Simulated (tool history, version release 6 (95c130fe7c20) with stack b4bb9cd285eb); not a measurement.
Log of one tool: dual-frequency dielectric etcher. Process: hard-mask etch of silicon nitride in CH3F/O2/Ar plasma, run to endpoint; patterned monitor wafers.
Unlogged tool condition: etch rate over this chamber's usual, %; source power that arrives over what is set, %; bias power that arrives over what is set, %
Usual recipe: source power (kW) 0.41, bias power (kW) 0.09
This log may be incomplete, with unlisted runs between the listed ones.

run,day,source power (kW),bias power (kW),wafers since the last listed run,hours since the last wet clean,hours since the last source power generator calibration,hours since the last bias power generator calibration,hours since the last upper electrode change,"incoming incoming film thickness, nm",endpoint time (s)
1,0,0.35,0.09,0,404.2,3144.1,1593.5,2606.9,48.47,68.5
# day 3.825: wet clean of the chamber
2,3.846,0.35,0.09,967,0.5,3236.4,1685.8,2699.2,48.77,69.3
3,5.521,0.41,0.09,569,40.7,3276.6,1726,2739.4,48.74,65.1
4,7.408,0.36,0.09,641,86,3321.9,1771.3,2784.7,48.48,67.6
5,8.971,0.36,0.09,531,123.5,3359.4,1808.8,2822.2,48.48,68.1
# day 10.867: source power generator calibrated
6,11.567,0.36,0.09,825,185.8,16.8,1871.1,2884.5,49.02,68.7
7,14.017,0.41,0.09,832,244.6,75.6,1929.9,2943.3,48.65,65.6
8,15.967,0.41,0.09,662,291.4,122.4,1976.7,2990.1,48.32,64.5
9,17.996,0.41,0.09,689,340.1,171.1,2025.4,3038.8,48.54,65.5
# day 24.554: wet clean of the chamber
10,26.35,0.38,0.09,2500,43.1,371.6,2225.9,3239.3,48.58,66.5
11,29.762,0.38,0.09,1160,125,453.5,2307.8,3321.2,48.73,67.4
12,32.283,0.48,0.084,856,185.5,514,2368.3,3381.7,48.33,62.8
13,34.658,0.41,0.09,807,242.5,571,2425.3,3438.7,49.01,66.1
14,35.825,0.46,0.109,396,270.5,599,2453.3,3466.7,48.58,59.3
15,38.779,0.41,0.09,1004,341.4,669.9,2524.2,3537.6,48.52,65.8
16,40.829,0.32,0.09,696,390.6,719.1,2573.4,3586.8,48.4,70.7
17,43.412,0.41,0.09,878,452.6,781.1,2635.4,3648.8,48.48,65.2
# day 45.588: bias power generator calibrated
# day 46.579: wet clean of the chamber
18,46.6,0.35,0.097,689,0.5,857.6,24.3,3725.3,48.8,67
19,48.892,0.35,0.08,779,55.5,912.6,79.3,3780.3,48.49,70.8
20,49.938,0.47,0.106,355,80.6,937.7,104.4,3805.4,48.43,58.6
21,52.167,0.34,0.101,757,134.1,991.2,157.9,3858.9,48.67,67.1
22,54.288,0.41,0.083,720,185,1042.1,208.8,3909.8,48.44,66.2
23,55.808,0.35,0.075,517,221.5,1078.6,245.3,3946.3,48.74,72.1
# day 57.529: upper electrode replaced
24,57.55,0.41,0.073,252,263.3,1120.4,287.1,0.5,48.85,69.3
25,60.012,0.46,0.112,837,322.4,1179.5,346.2,59.6,48.24,57.8
26,61.604,0.41,0.096,541,360.6,1217.7,384.4,97.8,48.64,63.7
27,62.817,0.37,0.09,412,389.7,1246.8,413.5,126.9,48.31,66.4
28,64.408,0.35,0.09,541,427.9,1285,451.7,165.1,48.28,67.8
# day 67.912: wet clean of the chamber
29,67.933,0.47,0.09,858,0.5,1369.6,536.3,249.7,48.68,61.8
30,69.917,0.35,0.108,674,48.1,1417.2,583.9,297.3,48.53,64.5
31,72.279,0.41,0.09,803,104.8,1473.9,640.6,354,48.95,65.7
32,74.812,0.5,0.103,861,165.6,1534.7,701.4,414.8,48.37,58.3
33,77.154,0.41,0.09,796,221.8,1590.9,757.6,471,48.1,64.5
34,78.6,0.5,0.11,491,256.5,1625.6,792.3,505.7,48.56,56.7

Selected run-to-run steps in endpoint time (s), each split into two signed amounts: the part the tool would show with no hidden state at all (from settings, incoming material and random variation), and the remainder, which goes to the hidden state together with any gauge scatter not common to the measured and the hidden-state-free results:
Run 3 -> 4: source power (kW) 0.41 -> 0.36. endpoint time (s) +2.5: hidden state +0.1, all else +2.4.
Run 10 -> 11: no setting touched and nothing written in the log between the runs. endpoint time (s) +0.9: hidden state +0.2, all else +0.7.
Run 17 -> 18: source power (kW) 0.41 -> 0.35, bias power (kW) 0.09 -> 0.097, bias power generator calibrated, wet clean of the chamber. endpoint time (s) +1.8: hidden state -0.9, all else +2.7.
Run 19 -> 20: source power (kW) 0.35 -> 0.47, bias power (kW) 0.08 -> 0.106. endpoint time (s) -12.2: hidden state -0.1, all else -12.1.
Run 20 -> 21: source power (kW) 0.47 -> 0.34, bias power (kW) 0.106 -> 0.101. endpoint time (s) +8.5: hidden state +0.1, all else +8.4.
Run 24 -> 25: source power (kW) 0.41 -> 0.46, bias power (kW) 0.073 -> 0.112. endpoint time (s) -11.5: hidden state +0, all else -11.5.

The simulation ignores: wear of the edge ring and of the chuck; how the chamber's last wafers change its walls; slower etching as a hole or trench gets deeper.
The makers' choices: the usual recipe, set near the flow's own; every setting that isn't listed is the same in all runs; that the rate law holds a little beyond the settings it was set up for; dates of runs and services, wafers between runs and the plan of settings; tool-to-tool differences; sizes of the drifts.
